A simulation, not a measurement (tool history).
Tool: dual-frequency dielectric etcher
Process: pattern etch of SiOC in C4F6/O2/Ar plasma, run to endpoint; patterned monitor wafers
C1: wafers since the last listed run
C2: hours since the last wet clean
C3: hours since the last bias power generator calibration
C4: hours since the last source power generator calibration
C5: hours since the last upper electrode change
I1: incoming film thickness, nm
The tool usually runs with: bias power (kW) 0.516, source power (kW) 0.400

run 1 hour=0.0 | bias_power_(kW)=0.592 source_power_(kW)=0.340 | C1=0 C2=141.0 C3=1175.9 C4=3951.1 C5=4109.7 | I1=34.68 | endpoint_time_(s)=12.5
run 2 hour=64.6 | bias_power_(kW)=0.481 source_power_(kW)=0.350 | C1=501 C2=205.6 C3=1240.5 C4=4015.7 C5=4174.3 | I1=34.54 | endpoint_time_(s)=13.1
run 3 hour=133.2 | bias_power_(kW)=0.516 source_power_(kW)=0.400 | C1=532 C2=274.2 C3=1309.1 C4=4084.3 C5=4242.9 | I1=34.70 | endpoint_time_(s)=12.1
run 4 hour=201.4 | bias_power_(kW)=0.466 source_power_(kW)=0.350 | C1=529 C2=342.4 C3=1377.3 C4=4152.5 C5=4311.1 | I1=34.65 | endpoint_time_(s)=13.1
run 5 hour=246.8 | bias_power_(kW)=0.466 source_power_(kW)=0.350 | C1=352 C2=387.8 C3=1422.7 C4=4197.9 C5=4356.5 | I1=34.55 | endpoint_time_(s)=13.1
run 6 hour=294.7 | bias_power_(kW)=0.433 source_power_(kW)=0.450 | C1=371 C2=435.7 C3=1470.6 C4=4245.8 C5=4404.4 | I1=35.15 | endpoint_time_(s)=12.2
run 7 hour=346.6 | bias_power_(kW)=0.433 source_power_(kW)=0.450 | C1=403 C2=487.6 C3=1522.5 C4=4297.7 C5=4456.3 | I1=35.06 | endpoint_time_(s)=12.1
run 8 hour=488.5 | bias_power_(kW)=0.559 source_power_(kW)=0.360 | C1=1101 C2=629.5 C3=1664.4 C4=4439.6 C5=4598.2 | I1=34.29 | endpoint_time_(s)=11.8
-- hour=533.9 wet clean of the chamber
run 9 hour=534.4 | bias_power_(kW)=0.559 source_power_(kW)=0.360 | C1=170 C2=0.5 C3=1710.3 C4=4485.5 C5=4644.1 | I1=34.64 | endpoint_time_(s)=11.8
run 10 hour=587.8 | bias_power_(kW)=0.559 source_power_(kW)=0.360 | C1=414 C2=53.9 C3=1763.7 C4=4538.9 C5=4697.5 | I1=34.78 | endpoint_time_(s)=11.6
run 11 hour=655.2 | bias_power_(kW)=0.516 source_power_(kW)=0.400 | C1=523 C2=121.3 C3=1831.1 C4=4606.3 C5=4764.9 | I1=34.69 | endpoint_time_(s)=11.4
run 12 hour=718.5 | bias_power_(kW)=0.516 source_power_(kW)=0.340 | C1=491 C2=184.6 C3=1894.4 C4=4669.6 C5=4828.2 | I1=34.66 | endpoint_time_(s)=12.3
-- hour=722.9 source power generator calibrated
-- hour=762.5 bias power generator calibrated
-- hour=769.5 wet clean of the chamber, repeated, since the last time left the tool worse
run 13 hour=770.0 | bias_power_(kW)=0.516 source_power_(kW)=0.400 | C1=282 C2=0.5 C3=7.5 C4=47.1 C5=4879.7 | I1=34.55 | endpoint_time_(s)=12.2
run 14 hour=820.4 | bias_power_(kW)=0.596 source_power_(kW)=0.460 | C1=391 C2=50.9 C3=57.9 C4=97.5 C5=4930.1 | I1=34.84 | endpoint_time_(s)=11.1
run 15 hour=881.0 | bias_power_(kW)=0.625 source_power_(kW)=0.490 | C1=470 C2=111.5 C3=118.5 C4=158.1 C5=4990.7 | I1=34.72 | endpoint_time_(s)=10.7
-- hour=926.0 upper electrode replaced
run 16 hour=1036.6 | bias_power_(kW)=0.403 source_power_(kW)=0.370 | C1=1021 C2=267.1 C3=274.1 C4=313.7 C5=110.6 | I1=34.54 | endpoint_time_(s)=13.3
run 17 hour=1085.7 | bias_power_(kW)=0.388 source_power_(kW)=0.470 | C1=381 C2=316.2 C3=323.2 C4=362.8 C5=159.7 | I1=34.85 | endpoint_time_(s)=12.3
run 18 hour=1125.0 | bias_power_(kW)=0.516 source_power_(kW)=0.370 | C1=305 C2=355.5 C3=362.5 C4=402.1 C5=199.0 | I1=34.49 | endpoint_time_(s)=12.4
run 19 hour=1182.3 | bias_power_(kW)=0.594 source_power_(kW)=0.480 | C1=444 C2=412.8 C3=419.8 C4=459.4 C5=256.3 | I1=34.71 | endpoint_time_(s)=10.7
run 20 hour=1243.0 | bias_power_(kW)=0.404 source_power_(kW)=0.320 | C1=471 C2=473.5 C3=480.5 C4=520.1 C5=317.0 | I1=34.51 | endpoint_time_(s)=13.8
-- hour=1321.1 wet clean of the chamber
run 21 hour=1321.6 | bias_power_(kW)=0.559 source_power_(kW)=0.360 | C1=423 C2=0.5 C3=559.1 C4=598.7 C5=395.6 | I1=34.60 | endpoint_time_(s)=12.3
run 22 hour=1361.5 | bias_power_(kW)=0.516 source_power_(kW)=0.400 | C1=309 C2=40.4 C3=599.0 C4=638.6 C5=435.5 | I1=34.88 | endpoint_time_(s)=12.3

Branching from run 22: 3 alternative next runs. What would each branch give?
run A hour=1361.9 | bias_power_(kW)=0.516 source_power_(kW)=0.400 | C1=3 C2=40.8 C3=599.4 C4=639.0 C5=435.9 | I1=34.35 | endpoint_time_(s)=?
run B hour=1361.9 | bias_power_(kW)=0.417 source_power_(kW)=0.400 | C1=3 C2=40.8 C3=599.4 C4=639.0 C5=435.9 | I1=34.35 | endpoint_time_(s)=?
run C hour=1361.9 | bias_power_(kW)=0.636 source_power_(kW)=0.300 | C1=3 C2=40.8 C3=599.4 C4=639.0 C5=435.9 | I1=34.35 | endpoint_time_(s)=?

run=A endpoint_time_(s)=12.0
run=B endpoint_time_(s)=12.7
run=C endpoint_time_(s)=12.5
Without the tool's unlogged condition, the same runs would have read:
run=A endpoint_time_(s)=12.1
run=B endpoint_time_(s)=12.8
run=C endpoint_time_(s)=12.6
